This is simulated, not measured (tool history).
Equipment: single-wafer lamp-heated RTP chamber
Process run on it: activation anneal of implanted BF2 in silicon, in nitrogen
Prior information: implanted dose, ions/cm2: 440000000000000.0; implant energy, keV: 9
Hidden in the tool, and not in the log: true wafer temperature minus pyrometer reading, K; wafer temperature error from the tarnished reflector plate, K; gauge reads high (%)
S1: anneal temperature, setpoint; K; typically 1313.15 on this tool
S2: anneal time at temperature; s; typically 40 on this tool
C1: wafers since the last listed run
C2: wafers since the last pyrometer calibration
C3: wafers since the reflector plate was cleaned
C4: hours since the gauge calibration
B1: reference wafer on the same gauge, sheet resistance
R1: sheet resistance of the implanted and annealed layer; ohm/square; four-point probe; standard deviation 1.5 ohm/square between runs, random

run   hour       S1  S2   C1    C2    C3     C4      B1      R1
  1      0  1313.15  40    0  1662  5821  241.9  345.13   290.5
      15.2  -- pyrometer window cleaned and pyrometer calibrated
  2   27.9  1313.15  40  251   161  6073  269.8  344.94  291.48
      32.4  -- gauge calibrated
  3   46.5  1313.15  40  235   396  6309   14.1  345.28  292.81
  4   71.9  1313.15  40  321   718  6630   39.5  344.88  289.53
  5  106.7  1313.15  40  440  1159  7071   74.3  345.23  288.46
  6  138.4  1313.15  40  401  1560  7472    106  345.48  291.78
  7  154.1  1313.15  40  198  1759  7671  121.7  344.93  289.42
     178.9  -- pyrometer window cleaned and pyrometer calibrated
  8  179.4  1313.15  40  219     6  7890    147  344.89  289.16
  9  194.7  1313.15  40  193   200  8084  162.3  344.13  289.99
     213.9  -- reflector plate cleaned
 10  218.2  1313.15  40  196   396    54  185.8  344.72  297.23
 11  244.7  1313.15  40  335   732   390  212.3  344.91  296.75
 12  271.5  1290.15  55  339  1071   729  239.1   345.1  311.62
     285.1  -- gauge calibrated
 13  293.9  1313.15  40  283  1355  1013    8.8   345.2  294.11

Estimate the outcome of run 14 from the log above:
     312.6  -- pyrometer window cleaned and pyrometer calibrated
 14  329.4  1290.15  55  348  212  1361  44.3   ?   ?

{"run 14": {"B1": 345.61, "R1": 311.83}}
Were there no unlogged condition in the tool, this run, its random variation unchanged, would have produced R1 313.89 ohm/square.
